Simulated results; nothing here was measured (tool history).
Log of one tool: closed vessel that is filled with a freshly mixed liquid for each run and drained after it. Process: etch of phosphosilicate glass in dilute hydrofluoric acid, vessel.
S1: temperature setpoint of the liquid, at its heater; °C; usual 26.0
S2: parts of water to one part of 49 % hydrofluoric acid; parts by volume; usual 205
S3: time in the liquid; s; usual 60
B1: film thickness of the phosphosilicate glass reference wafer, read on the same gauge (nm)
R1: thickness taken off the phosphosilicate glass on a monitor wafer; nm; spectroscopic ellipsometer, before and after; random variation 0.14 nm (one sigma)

run 1 hour=0.0 | S1=26.0 S2=170 S3=35 | B1=40.00 | R1=14.46
run 2 hour=17.0 | S1=26.0 S2=170 S3=35 | B1=40.00 | R1=14.20
run 3 hour=29.5 | S1=26.0 S2=170 S3=35 | B1=40.02 | R1=14.02
run 4 hour=47.3 | S1=26.0 S2=250 S3=60 | B1=40.00 | R1=15.17
run 5 hour=64.0 | S1=26.0 S2=250 S3=60 | B1=40.03 | R1=15.03
run 6 hour=111.0 | S1=26.0 S2=250 S3=60 | B1=40.00 | R1=14.76
run 7 hour=125.4 | S1=26.0 S2=135 S3=60 | B1=39.97 | R1=31.46
run 8 hour=132.4 | S1=26.0 S2=135 S3=60 | B1=40.00 | R1=31.84
run 9 hour=144.7 | S1=26.0 S2=205 S3=60 | B1=39.99 | R1=18.95
run 10 hour=155.3 | S1=26.0 S2=205 S3=60 | B1=40.01 | R1=18.96
run 11 hour=172.3 | S1=26.0 S2=205 S3=60 | B1=40.02 | R1=18.96
-- hour=178.4 thermometer replaced
run 12 hour=184.7 | S1=26.0 S2=205 S3=60 | B1=39.99 | R1=19.06
run 13 hour=197.4 | S1=26.0 S2=205 S3=60 | B1=39.98 | R1=18.96
run 14 hour=214.8 | S1=30.5 S2=205 S3=60 | B1=40.00 | R1=21.91
run 15 hour=223.3 | S1=26.0 S2=205 S3=60 | B1=40.00 | R1=18.90
run 16 hour=235.3 | S1=21.5 S2=135 S3=80 | B1=39.99 | R1=34.76
-- hour=238.5 gauge calibrated
run 17 hour=249.3 | S1=26.0 S2=235 S3=60 | B1=39.98 | R1=15.77
-- hour=258.7 hydrofluoric acid flow meter replaced
run 18 hour=267.3 | S1=29.5 S2=205 S3=60 | B1=40.00 | R1=25.01
run 19 hour=285.0 | S1=26.0 S2=205 S3=60 | B1=40.02 | R1=21.99
run 20 hour=301.1 | S1=21.5 S2=245 S3=60 | B1=39.98 | R1=15.08
run 21 hour=316.2 | S1=26.0 S2=205 S3=60 | B1=39.98 | R1=22.16
run 22 hour=326.2 | S1=26.0 S2=170 S3=35 | B1=39.99 | R1=16.40
run 23 hour=337.5 | S1=26.0 S2=300 S3=85 | B1=40.02 | R1=19.25
run 24 hour=352.3 | S1=24.0 S2=250 S3=60 | B1=40.02 | R1=16.03
run 25 hour=364.6 | S1=26.0 S2=205 S3=35 | B1=40.01 | R1=12.84
run 26 hour=377.9 | S1=28.0 S2=165 S3=95 | B1=40.00 | R1=48.67
run 27 hour=392.3 | S1=26.0 S2=205 S3=80 | B1=40.00 | R1=29.57

5 ways to go on from here, each from the tool as it stands after run 27. What would each give?
run A hour=393.0 | S1=22.5 S2=205 S3=60 | B1=? | R1=?
run B hour=393.0 | S1=23.0 S2=300 S3=45 | B1=? | R1=?
run C hour=393.0 | S1=22.5 S2=205 S3=35 | B1=? | R1=?
run D hour=393.0 | S1=28.0 S2=275 S3=75 | B1=? | R1=?
run E hour=393.0 | S1=28.5 S2=135 S3=60 | B1=? | R1=?

run=A B1=40.01 R1=19.17
run=B B1=40.01 R1=9.09
run=C B1=40.01 R1=11.18
run=D B1=40.01 R1=20.13
run=E B1=40.01 R1=39.47
Without the tool's hidden state the same runs would have given:
run=A R1=19.57
run=B R1=9.30
run=C R1=11.42
run=D R1=20.58
run=E R1=40.27

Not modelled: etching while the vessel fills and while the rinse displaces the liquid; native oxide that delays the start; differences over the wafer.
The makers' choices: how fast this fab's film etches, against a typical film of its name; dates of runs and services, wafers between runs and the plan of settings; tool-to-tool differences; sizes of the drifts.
